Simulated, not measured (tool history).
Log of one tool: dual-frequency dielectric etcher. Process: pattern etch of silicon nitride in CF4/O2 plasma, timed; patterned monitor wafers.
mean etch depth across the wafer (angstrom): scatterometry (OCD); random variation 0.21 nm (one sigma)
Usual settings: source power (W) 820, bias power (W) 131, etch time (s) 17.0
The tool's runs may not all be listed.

run,hour,source power (W),bias power (W),etch time (s),wafers since the last listed run,hours since the last wet clean,hours since the last source power generator calibration,hours since the last bias power generator calibration,hours since the last upper electrode change,hours since the gauge calibration,"read-back reference wafer on the same gauge, depth_nm",mean etch depth across the wafer (angstrom)
1,0.0,920,151,17.0,0,157.7,3924.3,1572.0,5826.2,16.5,44.21,638.8
2,9.7,920,151,17.0,203,167.4,3934.0,1581.7,5835.9,26.2,44.08,638.5
3,17.8,820,131,17.0,170,175.5,3942.1,1589.8,5844.0,34.3,44.02,540.3
4,29.4,820,131,17.0,243,187.1,3953.7,1601.4,5855.6,45.9,44.13,537.2
5,35.4,820,131,17.0,125,193.1,3959.7,1607.4,5861.6,51.9,44.06,539.2
6,49.7,820,145,17.0,300,207.4,3974.0,1621.7,5875.9,66.2,44.07,558.0
7,80.2,820,145,17.0,640,237.9,4004.5,1652.2,5906.4,96.7,44.02,561.6
8,88.4,820,131,17.0,172,246.1,4012.7,1660.4,5914.6,104.9,44.08,548.5
9,96.6,820,131,17.0,172,254.3,4020.9,1668.6,5922.8,113.1,44.16,545.3
10,110.7,820,131,17.0,296,268.4,4035.0,1682.7,5936.9,127.2,43.99,544.6
11,121.2,820,117,13.5,220,278.9,4045.5,1693.2,5947.4,137.7,44.08,418.1
12,131.5,640,154,12.5,216,289.2,4055.8,1703.5,5957.7,148.0,44.17,322.8
# hour 148.0: source power generator calibrated
# hour 164.9: upper electrode replaced
# hour 166.1: gauge calibrated
# hour 183.1: bias power generator calibrated
# hour 188.3: wet clean of the chamber
13,188.8,820,131,17.0,570,0.5,40.8,5.7,23.9,22.7,44.11,531.3
14,189.1,820,131,20.5,6,0.8,41.1,6.0,24.2,23.0,44.14,637.3
15,189.5,820,131,15.0,8,1.2,41.5,6.4,24.6,23.4,44.09,472.1
16,189.8,820,131,13.5,6,1.5,41.8,6.7,24.9,23.7,44.13,423.0
17,196.1,1020,145,21.0,132,7.8,48.1,13.0,31.2,30.0,44.16,848.8
18,213.9,1020,159,13.0,373,25.6,65.9,30.8,49.0,47.8,44.11,540.5
19,228.1,640,106,19.0,298,39.8,80.1,45.0,63.2,62.0,44.06,426.1
20,239.3,820,146,17.0,235,51.0,91.3,56.2,74.4,73.2,44.02,552.3
21,254.1,820,131,17.0,310,65.8,106.1,71.0,89.2,88.0,44.04,534.7

What the log doesn't show, run by run:
source power that arrives over what is set, %: 0 in every run
bias power that arrives over what is set, %: 0 in every run
gauge reads high (%): 0 in every run
H1: etch rate over this chamber's usual, %
run,H1
1,1.71
2,1.81
3,1.89
4,2.01
5,2.07
6,2.21
7,2.51
8,2.6
9,2.68
10,2.82
11,2.92
12,3.02
13,-0.226
14,-0.223
15,-0.219
16,-0.216
17,-0.154
18,0.0235
19,0.165
20,0.276
21,0.424
